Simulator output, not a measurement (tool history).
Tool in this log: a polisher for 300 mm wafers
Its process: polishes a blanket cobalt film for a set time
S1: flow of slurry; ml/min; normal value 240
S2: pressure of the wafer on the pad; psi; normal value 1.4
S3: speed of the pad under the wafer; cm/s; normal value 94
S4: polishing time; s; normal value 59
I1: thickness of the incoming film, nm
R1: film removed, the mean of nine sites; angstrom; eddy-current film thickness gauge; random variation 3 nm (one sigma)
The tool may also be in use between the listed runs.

run 1 hour=0 | S1=240 S2=1.4 S3=94 S4=59 | I1=1096.6 | R1=2324
-- hour=23.4 worn pad replaced by a new one
run 2 hour=58.1 | S1=240 S2=1.6 S3=94 S4=59 | I1=1100.9 | R1=2565
-- hour=87.7 slurry nozzle cleaned
run 3 hour=115.1 | S1=240 S2=1.4 S3=94 S4=59 | I1=1091.3 | R1=2446
run 4 hour=142.6 | S1=240 S2=1.4 S3=94 S4=59 | I1=1092.3 | R1=2319
-- hour=231.4 worn pad replaced by a new one
run 5 hour=290.7 | S1=240 S2=1.4 S3=94 S4=59 | I1=1089.2 | R1=2274
-- hour=349.8 slurry nozzle cleaned
run 6 hour=419.6 | S1=240 S2=1.4 S3=94 S4=59 | I1=1087.6 | R1=2530
run 7 hour=453.2 | S1=240 S2=1.4 S3=94 S4=59 | I1=1085.3 | R1=2471
-- hour=461.3 head pressure recalibrated
-- hour=475.1 worn pad replaced by a new one
run 8 hour=487.6 | S1=240 S2=1.4 S3=94 S4=59 | I1=1093.6 | R1=2287
run 9 hour=541.2 | S1=240 S2=1.4 S3=94 S4=70 | I1=1110.2 | R1=2577
run 10 hour=598.7 | S1=240 S2=1.4 S3=94 S4=70 | I1=1096.5 | R1=2579
-- hour=610.4 slurry nozzle cleaned
run 11 hour=654.3 | S1=240 S2=1.4 S3=94 S4=70 | I1=1078 | R1=2808
run 12 hour=694.2 | S1=240 S2=1.4 S3=94 S4=59 | I1=1090.6 | R1=2292
-- hour=715.2 worn pad replaced by a new one
run 13 hour=725.2 | S1=240 S2=1.4 S3=94 S4=59 | I1=1097.2 | R1=2349
run 14 hour=787.6 | S1=210 S2=1.7 S3=78 S4=43 | I1=1084.4 | R1=1616
-- hour=811.9 slurry nozzle cleaned
run 15 hour=821.6 | S1=285 S2=1 S3=94 S4=71 | I1=1101.5 | R1=2163
run 16 hour=873.3 | S1=240 S2=1.4 S3=70 S4=59 | I1=1087.3 | R1=1776
run 17 hour=916 | S1=240 S2=1.4 S3=94 S4=59 | I1=1087.8 | R1=2376
-- hour=945.1 worn pad replaced by a new one
run 18 hour=970 | S1=175 S2=1.7 S3=114 S4=59 | I1=1085.7 | R1=3199
run 19 hour=1023.2 | S1=240 S2=1.4 S3=94 S4=59 | I1=1088 | R1=2308
-- hour=1071 slurry nozzle cleaned
run 20 hour=1094.6 | S1=260 S2=1.4 S3=68 S4=64 | I1=1082.8 | R1=1970
run 21 hour=1121 | S1=240 S2=1.9 S3=94 S4=59 | I1=1107.3 | R1=3340
-- hour=1150.4 worn pad replaced by a new one
run 22 hour=1150.9 | S1=240 S2=1.4 S3=84 S4=59 | I1=1090.6 | R1=2197
run 23 hour=1181.1 | S1=315 S2=1.3 S3=116 S4=69 | I1=1099.3 | R1=3478

5 ways to go on from here, each from the tool as it stands after run 23. What would each give?
run A hour=1181.5 | S1=240 S2=1.4 S3=94 S4=59 | I1=1098 | R1=?
run B hour=1181.5 | S1=290 S2=1.6 S3=94 S4=59 | I1=1098 | R1=?
run C hour=1181.5 | S1=240 S2=1.2 S3=110 S4=59 | I1=1098 | R1=?
run D hour=1181.5 | S1=290 S2=1.6 S3=94 S4=65 | I1=1098 | R1=?
run E hour=1181.5 | S1=240 S2=1.4 S3=112 S4=59 | I1=1098 | R1=?

run=A R1=2476
run=B R1=2891
run=C R1=2504
run=D R1=3185
run=E R1=2950
With no hidden state in the tool, these same runs would have given:
run=A R1=2355
run=B R1=2732
run=C R1=2382
run=D R1=3009
run=E R1=2806

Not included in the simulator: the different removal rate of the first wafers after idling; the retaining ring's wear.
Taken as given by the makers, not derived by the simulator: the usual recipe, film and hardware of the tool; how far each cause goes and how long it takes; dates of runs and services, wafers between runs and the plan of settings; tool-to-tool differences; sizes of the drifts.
